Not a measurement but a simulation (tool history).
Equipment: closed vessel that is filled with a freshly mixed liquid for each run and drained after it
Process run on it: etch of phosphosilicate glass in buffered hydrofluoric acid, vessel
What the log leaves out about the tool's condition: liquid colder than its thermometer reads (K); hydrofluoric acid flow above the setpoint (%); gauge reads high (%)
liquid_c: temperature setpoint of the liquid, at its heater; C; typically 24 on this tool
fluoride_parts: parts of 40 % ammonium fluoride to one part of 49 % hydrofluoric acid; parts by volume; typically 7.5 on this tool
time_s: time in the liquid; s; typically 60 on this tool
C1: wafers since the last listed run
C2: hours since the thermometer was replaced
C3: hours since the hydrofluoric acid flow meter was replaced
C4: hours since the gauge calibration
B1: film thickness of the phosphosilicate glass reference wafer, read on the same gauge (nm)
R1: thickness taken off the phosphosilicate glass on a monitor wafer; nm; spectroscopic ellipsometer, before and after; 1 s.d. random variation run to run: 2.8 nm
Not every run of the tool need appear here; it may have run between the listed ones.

run 1 day=0 | liquid_c=24 fluoride_parts=9 time_s=35 | C1=0 C2=1604.7 C3=404.7 C4=48.4 | B1=99.99 | R1=235.19
run 2 day=0.488 | liquid_c=24 fluoride_parts=7.5 time_s=60 | C1=878 C2=1616.4 C3=416.4 C4=60.1 | B1=99.97 | R1=484.7
run 3 day=0.912 | liquid_c=24 fluoride_parts=7.5 time_s=60 | C1=766 C2=1626.6 C3=426.6 C4=70.3 | B1=100.02 | R1=487.56
run 4 day=1.567 | liquid_c=24 fluoride_parts=7.5 time_s=60 | C1=1179 C2=1642.3 C3=442.3 C4=86 | B1=99.99 | R1=490.56
run 5 day=1.883 | liquid_c=24 fluoride_parts=7.5 time_s=60 | C1=570 C2=1649.9 C3=449.9 C4=93.6 | B1=100 | R1=488.35
run 6 day=2.529 | liquid_c=24 fluoride_parts=7.5 time_s=60 | C1=1164 C2=1665.4 C3=465.4 C4=109.1 | B1=100 | R1=493
run 7 day=2.85 | liquid_c=24 fluoride_parts=9.5 time_s=60 | C1=578 C2=1673.1 C3=473.1 C4=116.8 | B1=99.98 | R1=382.19
run 8 day=3.175 | liquid_c=24 fluoride_parts=9.5 time_s=60 | C1=585 C2=1680.9 C3=480.9 C4=124.6 | B1=100.05 | R1=377.49
run 9 day=3.871 | liquid_c=26 fluoride_parts=7.5 time_s=60 | C1=1254 C2=1697.6 C3=497.6 C4=141.3 | B1=99.98 | R1=545.55
-- day=4.267 thermometer replaced
run 10 day=4.508 | liquid_c=24 fluoride_parts=7.5 time_s=60 | C1=1074 C2=5.8 C3=512.9 C4=156.6 | B1=100.01 | R1=577.55
run 11 day=4.817 | liquid_c=21 fluoride_parts=9 time_s=30 | C1=555 C2=13.2 C3=520.3 C4=164 | B1=99.95 | R1=200.25

Run 12 comes next. What will it give?
run 12 day=5.408 | liquid_c=24 fluoride_parts=10 time_s=60 | C1=1066 C2=27.4 C3=534.5 C4=178.2 | B1=? | R1=?

For run 12 the tool returned B1 100.01, R1 429.65 nm.
Take away the tool's hidden state, keep the run-to-run variation as it was, and the same run would have given R1 418.62 nm.
